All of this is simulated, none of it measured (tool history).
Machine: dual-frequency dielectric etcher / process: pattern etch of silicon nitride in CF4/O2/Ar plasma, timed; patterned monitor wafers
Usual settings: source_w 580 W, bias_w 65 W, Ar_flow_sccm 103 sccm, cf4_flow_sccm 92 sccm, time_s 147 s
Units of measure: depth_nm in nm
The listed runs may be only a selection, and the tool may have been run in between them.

| run | hour | source_w | bias_w | Ar_flow_sccm | cf4_flow_sccm | time_s | read-back reference wafer on the same gauge, depth_nm | depth_nm |
|---|---|---|---|---|---|---|---|---|
| 1 | 0 | 580 | 56 | 119 | 92 | 147 | 412.9 | 314.6 |
| 2 | 26.4 | 580 | 65 | 127 | 83 | 183.5 | 413.1 | 408.5 |
| 3 | 70.6 | 580 | 65 | 103 | 92 | 147 | 413.2 | 336.9 |
|  | 99 | source power generator calibrated |
|  | 113.5 | wet clean of the chamber |
| 4 | 114 | 580 | 65 | 103 | 92 | 147 | 413 | 348.4 |
| 5 | 122.7 | 500 | 65 | 103 | 92 | 147 | 412.9 | 298 |
| 6 | 134.9 | 540 | 59 | 122 | 92 | 132 | 412.6 | 273.8 |
| 7 | 155.6 | 580 | 65 | 103 | 92 | 112.5 | 413.2 | 267.5 |
| 8 | 169.6 | 580 | 65 | 103 | 92 | 147 | 413 | 347.4 |
| 9 | 200.6 | 540 | 55 | 103 | 92 | 171 | 412.9 | 352.8 |
| 10 | 225 | 580 | 65 | 103 | 92 | 147 | 413.1 | 345 |
| 11 | 254.9 | 580 | 65 | 90 | 92 | 147 | 412.9 | 349.9 |

Estimate the outcome of run 12 from the log above:
| 12 | 272.7 | 580 | 65 | 103 | 113 | 147 | ? | ? |

read-back reference wafer on the same gauge, depth_nm: 413.1
depth_nm: 357.6 nm
On a tool with no hidden condition, and with the same random variation, this run would have come out at depth_nm 357.7 nm.
